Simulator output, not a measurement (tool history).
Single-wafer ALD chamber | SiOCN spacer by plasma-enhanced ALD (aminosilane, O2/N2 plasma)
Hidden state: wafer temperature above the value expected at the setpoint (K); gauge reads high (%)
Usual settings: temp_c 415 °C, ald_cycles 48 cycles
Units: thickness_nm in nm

run,hour,temp_c,ald_cycles,wafers since the last listed run,hours since the last thermocouple change,hours since the gauge calibration,"read-back reference wafer on the same gauge, thickness_nm",thickness_nm
1,0.0,407,50,0,954.7,1040.4,3.361,3.364
2,82.1,407,50,263,1036.8,1122.5,3.358,3.334
3,124.2,407,50,135,1078.9,1164.6,3.359,3.364
4,169.1,415,46,144,1123.8,1209.5,3.359,2.985
5,213.8,415,46,143,1168.5,1254.2,3.360,2.994
# hour 233.0: thermocouple changed; heater temperature recalibrated
6,257.3,415,46,114,24.3,1297.7,3.358,3.054
7,451.5,415,48,624,218.5,1491.9,3.361,3.164
8,499.3,415,48,153,266.3,1539.7,3.361,3.155
9,584.5,415,48,273,351.5,1624.9,3.362,3.157
10,649.0,415,55,207,416.0,1689.4,3.359,3.600
11,749.0,415,55,321,516.0,1789.4,3.360,3.593
12,854.0,415,55,337,621.0,1894.4,3.359,3.599
13,908.5,415,48,175,675.5,1948.9,3.359,3.139
14,961.0,415,48,168,728.0,2001.4,3.358,3.149
15,1065.0,415,48,334,832.0,2105.4,3.359,3.133
16,1245.2,415,48,579,1012.2,2285.6,3.359,3.121
17,1344.3,415,48,318,1111.3,2384.7,3.360,3.118
# hour 1400.7: gauge calibrated
18,1444.3,405,57,321,1211.3,43.6,3.362,3.834
# hour 1455.4: thermocouple changed; heater temperature recalibrated
19,1548.9,430,48,310,93.5,148.2,3.359,3.003
20,1650.0,406,48,325,194.6,249.3,3.360,3.274
21,1931.1,415,48,903,475.7,530.4,3.360,3.147
22,2010.8,423,51,256,555.4,610.1,3.359,3.234
23,2111.2,410,48,322,655.8,710.5,3.358,3.191
24,2170.6,415,53,190,715.2,769.9,3.360,3.465
25,2273.8,415,48,331,818.4,873.1,3.360,3.124
26,2370.8,421,56,311,915.4,970.1,3.364,3.548
27,2424.8,421,39,173,969.4,1024.1,3.359,2.487
28,2517.2,415,44,297,1061.8,1116.5,3.362,2.869
29,2555.2,407,48,122,1099.8,1154.5,3.359,3.191
# hour 2640.0: thermocouple changed; heater temperature recalibrated
30,2640.5,422,52,248,0.5,1239.8,3.358,3.361
31,2725.8,408,41,274,85.8,1325.1,3.360,2.773
32,2763.3,415,39,120,123.3,1362.6,3.363,2.571
33,2803.1,415,46,127,163.1,1402.4,3.360,3.053

The same runs without the tool's hidden state, with the same run-to-run variation:
run,thickness_nm
1,3.421
2,3.396
3,3.429
4,3.047
5,3.059
6,3.057
7,3.178
8,3.173
9,3.179
10,3.630
11,3.630
12,3.643
13,3.181
14,3.195
15,3.185
16,3.184
17,3.186
18,3.923
19,3.008
20,3.285
21,3.175
22,3.269
23,3.230
24,3.512
25,3.173
26,3.611
27,2.534
28,2.928
29,3.256
30,3.359
31,2.775
32,2.575
33,3.061

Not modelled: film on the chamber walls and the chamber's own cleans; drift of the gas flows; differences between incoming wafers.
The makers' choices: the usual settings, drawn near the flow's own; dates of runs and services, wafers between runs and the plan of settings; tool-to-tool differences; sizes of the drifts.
